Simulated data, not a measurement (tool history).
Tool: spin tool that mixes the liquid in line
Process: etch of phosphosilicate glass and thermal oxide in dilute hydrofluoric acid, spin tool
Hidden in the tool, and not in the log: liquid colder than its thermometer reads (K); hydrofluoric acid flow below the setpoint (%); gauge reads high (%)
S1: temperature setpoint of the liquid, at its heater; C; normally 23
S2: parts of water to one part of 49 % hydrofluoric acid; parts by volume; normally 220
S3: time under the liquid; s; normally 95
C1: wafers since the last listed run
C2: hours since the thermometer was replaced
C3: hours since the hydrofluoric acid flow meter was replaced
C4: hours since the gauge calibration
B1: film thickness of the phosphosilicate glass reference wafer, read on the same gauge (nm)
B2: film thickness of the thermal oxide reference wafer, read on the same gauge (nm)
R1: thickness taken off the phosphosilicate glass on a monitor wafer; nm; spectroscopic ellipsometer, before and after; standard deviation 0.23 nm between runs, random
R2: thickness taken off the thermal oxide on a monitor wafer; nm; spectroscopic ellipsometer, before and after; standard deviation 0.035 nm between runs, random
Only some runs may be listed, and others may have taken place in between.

run,hour,S1,S2,S3,C1,C2,C3,C4,B1,B2,R1,R2
1,0,23,180,95,0,333.2,113.8,932.9,110,109.989,44.22,2.351
2,55.2,23,220,95,747,388.4,169,988.1,110,109.99,34.37,1.81
3,87.7,27.5,220,65,439,420.9,201.5,1020.6,110.01,109.94,27.58,1.46
4,157.8,23,220,95,949,491,271.6,1090.7,110.01,110.016,34.62,1.78
5,210.9,23,220,95,718,544.1,324.7,1143.8,109.99,110.042,34.22,1.814
# hour 267.3: thermometer replaced
6,366.8,23,130,145,2097,99.5,480.6,1299.7,110,110.018,98.5,5.064
7,421.9,23,220,95,745,154.6,535.7,1354.8,110,109.991,34.46,1.774
8,491.3,25,220,95,939,224,605.1,1424.2,110,109.974,37.29,1.982
9,528.6,23,220,95,504,261.3,642.4,1461.5,110,109.98,34.03,1.778
10,572,23,285,95,587,304.7,685.8,1504.9,110,109.993,24.79,1.285
11,608.9,23,135,95,499,341.6,722.7,1541.8,110,109.989,62.21,3.219
12,673,24.5,220,95,867,405.7,786.8,1605.9,110.01,110.017,36.36,1.864
13,738.5,24.5,305,115,886,471.2,852.3,1671.4,110,110.016,28.91,1.522
# hour 771.4: thermometer replaced
14,787.8,20,175,135,653,16.4,901.6,1720.7,110.01,109.973,57.7,3.027

What does the tool deliver on the next run?
15,815.8,23,325,95,379,44.4,929.6,1748.7,?,?,?,?

Run 15 gave B1 110, B2 109.977, R1 21.07 nm, R2 1.103 nm.
If the tool had no hidden condition, the same run with the same run-to-run variation would have returned R1 21.07 nm, R2 1.103 nm.
